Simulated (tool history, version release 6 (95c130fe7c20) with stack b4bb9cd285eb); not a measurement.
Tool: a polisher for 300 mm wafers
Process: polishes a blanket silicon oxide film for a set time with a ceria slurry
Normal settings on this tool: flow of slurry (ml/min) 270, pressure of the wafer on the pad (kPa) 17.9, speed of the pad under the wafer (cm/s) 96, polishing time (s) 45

run	hour	flow of slurry (ml/min)	pressure of the wafer on the pad (kPa)	speed of the pad under the wafer (cm/s)	polishing time (s)	wafers since the last listed run	wafers polished on this pad	hours since the slurry nozzle was cleaned	hours since the head pressure was calibrated	incoming thickness of the incoming film, nm	film removed (Å)
1	0	270	17.9	96	45	0	790	330.6	819.3	1234.7	1273
2	7.4	270	17.9	96	45	72	862	338	826.7	1229.4	1264
# hour 24.5: worn pad replaced by a new one
3	25	270	17.9	96	45	133	5	355.6	844.3	1240.9	1374
4	61.5	270	17.9	96	45	357	362	392.1	880.8	1230.6	1303
5	72.6	270	20	96	45	108	471	403.2	891.9	1234.1	1410
6	90.6	270	20	96	45	176	648	421.2	909.9	1244.9	1387
7	97.9	270	20	96	45	71	719	428.5	917.2	1233	1390
8	106.8	270	17.9	88	45	87	806	437.4	926.1	1264.3	1176
# hour 113.5: worn pad replaced by a new one
9	113.9	270	17.9	88	45	30	3	444.5	933.2	1250.5	1318
10	126	270	17.9	88	45	118	122	456.6	945.3	1225.8	1260
11	135.6	270	17.9	96	45	94	216	466.2	954.9	1226	1291
12	145	270	17.9	96	41	92	308	475.6	964.3	1247	1175
13	162.9	270	17.9	96	45	175	483	493.5	982.2	1226.9	1248
# hour 168.9: slurry nozzle cleaned
14	169.8	270	17.9	96	45	57	541	0.9	989.1	1219.2	1271
15	184.7	270	17.9	96	45	145	687	15.8	1004	1244.7	1230
16	192.4	270	17.9	96	45	75	763	23.5	1011.7	1241	1231
# hour 202.1: worn pad replaced by a new one
17	207.2	270	17.9	96	45	105	50	38.3	1026.5	1244.4	1343
18	224.5	270	17.9	96	45	169	219	55.6	1043.8	1221	1305
19	239.8	270	13.8	124	45	149	369	70.9	1059.1	1257.6	1161
20	257.1	270	17.9	96	45	169	539	88.2	1076.4	1243.2	1257
# hour 267.6: head pressure recalibrated
21	271.8	210	21.4	96	61	124	663	102.9	4.2	1244.9	2211
22	278.3	315	17.9	70	39	63	727	109.4	10.7	1242.8	1028
# hour 288.2: worn pad replaced by a new one
23	288.7	315	13.1	76	51	62	4	119.8	21.1	1245.9	1142
24	304.8	270	17.9	96	45	157	162	135.9	37.2	1245.8	1472
25	320.7	305	13.8	96	45	155	317	151.8	53.1	1240.1	1143
26	337.8	270	17.9	96	45	167	485	168.9	70.2	1244.9	1420
27	349.9	340	20.7	106	45	118	604	181	82.3	1240.3	1767
28	361.9	355	24.1	96	30	117	721	193	94.3	1230.6	1285
# hour 383.1: worn pad replaced by a new one
29	383.6	270	17.9	96	30	173	4	214.7	116	1229	1020
30	394.6	320	17.9	114	45	107	112	225.7	127	1225.6	1654

Run 31, settings as shown, results not yet in. Your forecast:
31	409.3	315	17.9	70	39	144	256	240.4	141.7	1247.3	?

Run 31 gave film removed (Å) 1072.
With no hidden state in the tool, this same run would have given film removed (Å) 1141.

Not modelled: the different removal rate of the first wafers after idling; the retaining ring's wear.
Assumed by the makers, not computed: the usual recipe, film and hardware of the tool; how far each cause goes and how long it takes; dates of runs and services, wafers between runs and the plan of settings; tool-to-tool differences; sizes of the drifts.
